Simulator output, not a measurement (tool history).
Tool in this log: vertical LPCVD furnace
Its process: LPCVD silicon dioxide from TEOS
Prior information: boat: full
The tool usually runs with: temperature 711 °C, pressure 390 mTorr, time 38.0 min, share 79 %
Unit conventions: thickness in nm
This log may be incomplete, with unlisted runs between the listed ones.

run    hour  temperature  pressure  time  share  wafers since the last listed run  hours since the last temperature calibration  hours since the pressure gauge was zeroed  hours since the TEOS flow controller was replaced  hours since the gauge calibration  read-back reference wafer on the same gauge, thickness  thickness
  1     0.0          711       390  38.0     79                                 0                                        2357.5                                     1757.8                                             6012.8                              337.1                                                  413.68     499.72
  2    69.3          711       390  38.0     79                               670                                        2426.8                                     1827.1                                             6082.1                              406.4                                                  413.17     498.43
  3   109.3          721       390  38.0     79                               387                                        2466.8                                     1867.1                                             6122.1                              446.4                                                  414.43     627.68
  4   143.9          711       390  38.0     79                               334                                        2501.4                                     1901.7                                             6156.7                              481.0                                                  413.99     502.20
  5   184.9          708       390  38.0     79                               396                                        2542.4                                     1942.7                                             6197.7                              522.0                                                  414.51     468.25
  6   253.7          711       390  38.0     79                               665                                        2611.2                                     2011.5                                             6266.5                              590.8                                                  413.56     500.95
  7   313.8          711       455  38.0     79                               581                                        2671.3                                     2071.6                                             6326.6                              650.9                                                  412.76     538.36
  8   350.4          711       455  38.0     79                               354                                        2707.9                                     2108.2                                             6363.2                              687.5                                                  414.21     538.21
  9   402.1          711       390  38.0     79                               500                                        2759.6                                     2159.9                                             6414.9                              739.2                                                  413.97     500.66
 10   432.4          711       320  38.0     79                               293                                        2789.9                                     2190.2                                             6445.2                              769.5                                                  414.10     453.46
 11   463.5          706       410  38.0     79                               300                                        2821.0                                     2221.3                                             6476.3                              800.6                                                  414.79     462.75
 12   535.1          711       460  28.5     79                               692                                        2892.6                                     2292.9                                             6547.9                              872.2                                                  413.81     402.58
 13   597.9          711       460  28.5     79                               607                                        2955.4                                     2355.7                                             6610.7                              935.0                                                  413.75     410.86
 14   661.8          711       390  38.0     79                               618                                        3019.3                                     2419.6                                             6674.6                              998.9                                                  413.69     501.72
 15   695.3          711       390  38.0     79                               324                                        3052.8                                     2453.1                                             6708.1                             1032.4                                                  413.27     502.40
      709.0  -- gauge calibrated
 16   742.8          719       390  38.0     79                               459                                        3100.3                                     2500.6                                             6755.6                               33.8                                                  414.21     599.02
 17   807.8          705       390  38.0     79                               629                                        3165.3                                     2565.6                                             6820.6                               98.8                                                  414.05     438.00
      837.5  -- thermocouples replaced and temperature profile calibrated
 18   876.7          701       390  47.0     90                               434                                          39.2                                     2634.5                                             6889.5                              167.7                                                  413.96     492.40
 19   942.5          711       390  38.0     64                               636                                         105.0                                     2700.3                                             6955.3                              233.5                                                  413.54     424.01
 20   999.0          711       320  38.0     79                               546                                         161.5                                     2756.8                                             7011.8                              290.0                                                  414.09     427.43
     1041.9  -- pressure gauge zeroed
 21  1044.1          711       390  28.0     79                               204                                         206.6                                        2.2                                             7056.9                              335.1                                                  414.09     348.30
     1073.1  -- TEOS flow controller replaced
 22  1085.2          706       390  38.0     79                               165                                         247.7                                       43.3                                               12.1                              376.2                                                  414.12     419.13
 23  1135.6          711       350  25.5     86                               487                                         298.1                                       93.7                                               62.5                              426.6                                                  414.06     314.58
 24  1188.4          711       390  38.0     79                               510                                         350.9                                      146.5                                              115.3                              479.4                                                  413.82     476.62
 25  1252.5          711       390  38.0     79                               620                                         415.0                                      210.6                                              179.4                              543.5                                                  414.60     483.83
 26  1277.5          702       390  38.0     79                               241                                         440.0                                      235.6                                              204.4                              568.5                                                  414.06     392.71
 27  1330.3          711       480  43.0     79                               510                                         492.8                                      288.4                                              257.2                              621.3                                                  413.92     600.49
 28  1364.8          711       390  43.0     79                               333                                         527.3                                      322.9                                              291.7                              655.8                                                  413.02     540.25
 29  1402.8          722       390  38.0     79                               367                                         565.3                                      360.9                                              329.7                              693.8                                                  414.29     616.41
 30  1437.7          718       340  38.0     79                               337                                         600.2                                      395.8                                              364.6                              728.7                                                  413.73     531.71

Predict each of these 4 candidate next runs independently; none follows another, all start after run 30:
  A  1441.9          711       390  26.5     79                                40                                         604.4                                      400.0                                              368.8                              732.9                                                       ?          ?
  B  1441.9          700       360  33.0     73                                40                                         604.4                                      400.0                                              368.8                              732.9                                                       ?          ?
  C  1441.9          711       415  38.0     79                                40                                         604.4                                      400.0                                              368.8                              732.9                                                       ?          ?
  D  1441.9          711       320  53.0     95                                40                                         604.4                                      400.0                                              368.8                              732.9                                                       ?          ?

run  read-back reference wafer on the same gauge, thickness  thickness
  A                                                  413.26     336.93
  B                                                  413.26     301.21
  C                                                  413.26     498.38
  D                                                  413.26     669.35
Without the tool's hidden state the same runs would have given:
run  thickness
  A     321.91
  B     287.49
  C     476.17
  D     639.52
